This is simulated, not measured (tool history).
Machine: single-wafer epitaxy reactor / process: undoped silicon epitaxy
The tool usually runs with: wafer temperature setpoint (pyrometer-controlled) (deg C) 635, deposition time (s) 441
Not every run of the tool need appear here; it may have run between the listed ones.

| run | hour | wafer temperature setpoint (pyrometer-controlled) (deg C) | deposition time (s) | wafers since the last listed run | hours since the last pyrometer calibration | hours since the gauge calibration | read-back reference wafer on the same gauge, thickness_nm | mean film thickness on the monitor wafer (Å) |
|---|---|---|---|---|---|---|---|---|
| 1 | 0 | 631 | 507 | 0 | 953.2 | 260.1 | 46.713 | 651.74 |
| 2 | 31.8 | 631 | 507 | 94 | 985 | 291.9 | 46.71 | 651.91 |
| 3 | 76.2 | 629 | 441 | 131 | 1029.4 | 336.3 | 46.659 | 544.01 |
| 4 | 113.9 | 629 | 441 | 112 | 1067.1 | 374 | 46.686 | 543.85 |
| 5 | 180.9 | 629 | 441 | 199 | 1134.1 | 441 | 46.671 | 541.86 |
| 6 | 218.5 | 635 | 441 | 111 | 1171.7 | 478.6 | 46.682 | 627.82 |
|  | 253.1 | gauge calibrated |
| 7 | 281.5 | 635 | 441 | 187 | 1234.7 | 28.4 | 46.717 | 637.45 |
| 8 | 325.7 | 623 | 386 | 131 | 1278.9 | 72.6 | 46.66 | 408.81 |
|  | 336 | pyrometer calibrated |
| 9 | 354.5 | 628 | 441 | 61 | 18.5 | 101.4 | 46.67 | 480.44 |
| 10 | 388.9 | 635 | 441 | 102 | 52.9 | 135.8 | 46.667 | 581.69 |
| 11 | 446.7 | 635 | 520 | 171 | 110.7 | 193.6 | 46.724 | 686.05 |
| 12 | 481.2 | 645 | 521 | 102 | 145.2 | 228.1 | 46.67 | 895.71 |
| 13 | 533.8 | 641 | 391 | 156 | 197.8 | 280.7 | 46.669 | 610.95 |
| 14 | 574.3 | 631 | 507 | 120 | 238.3 | 321.2 | 46.742 | 619.06 |
| 15 | 637.4 | 644 | 470 | 187 | 301.4 | 384.3 | 46.742 | 811.88 |
| 16 | 669.9 | 630 | 405 | 96 | 333.9 | 416.8 | 46.687 | 488.92 |

What if the next run were any one of these 4? Each begins from the tool's condition after run 16:
| A | 670.4 | 635 | 367 | 1 | 334.4 | 417.3 | ? | ? |
| B | 670.4 | 635 | 387 | 1 | 334.4 | 417.3 | ? | ? |
| C | 670.4 | 624 | 401 | 1 | 334.4 | 417.3 | ? | ? |
| D | 670.4 | 640 | 412 | 1 | 334.4 | 417.3 | ? | ? |

| run | read-back reference wafer on the same gauge, thickness_nm | mean film thickness on the monitor wafer (Å) |
|---|---|---|
| A | 46.652 | 501.17 |
| B | 46.652 | 528.48 |
| C | 46.652 | 411.82 |
| D | 46.652 | 638.77 |
What these runs would have given with no unlogged condition in the tool:
| run | mean film thickness on the monitor wafer (Å) |
|---|---|
| A | 478.02 |
| B | 504.08 |
| C | 392.28 |
| D | 609.63 |
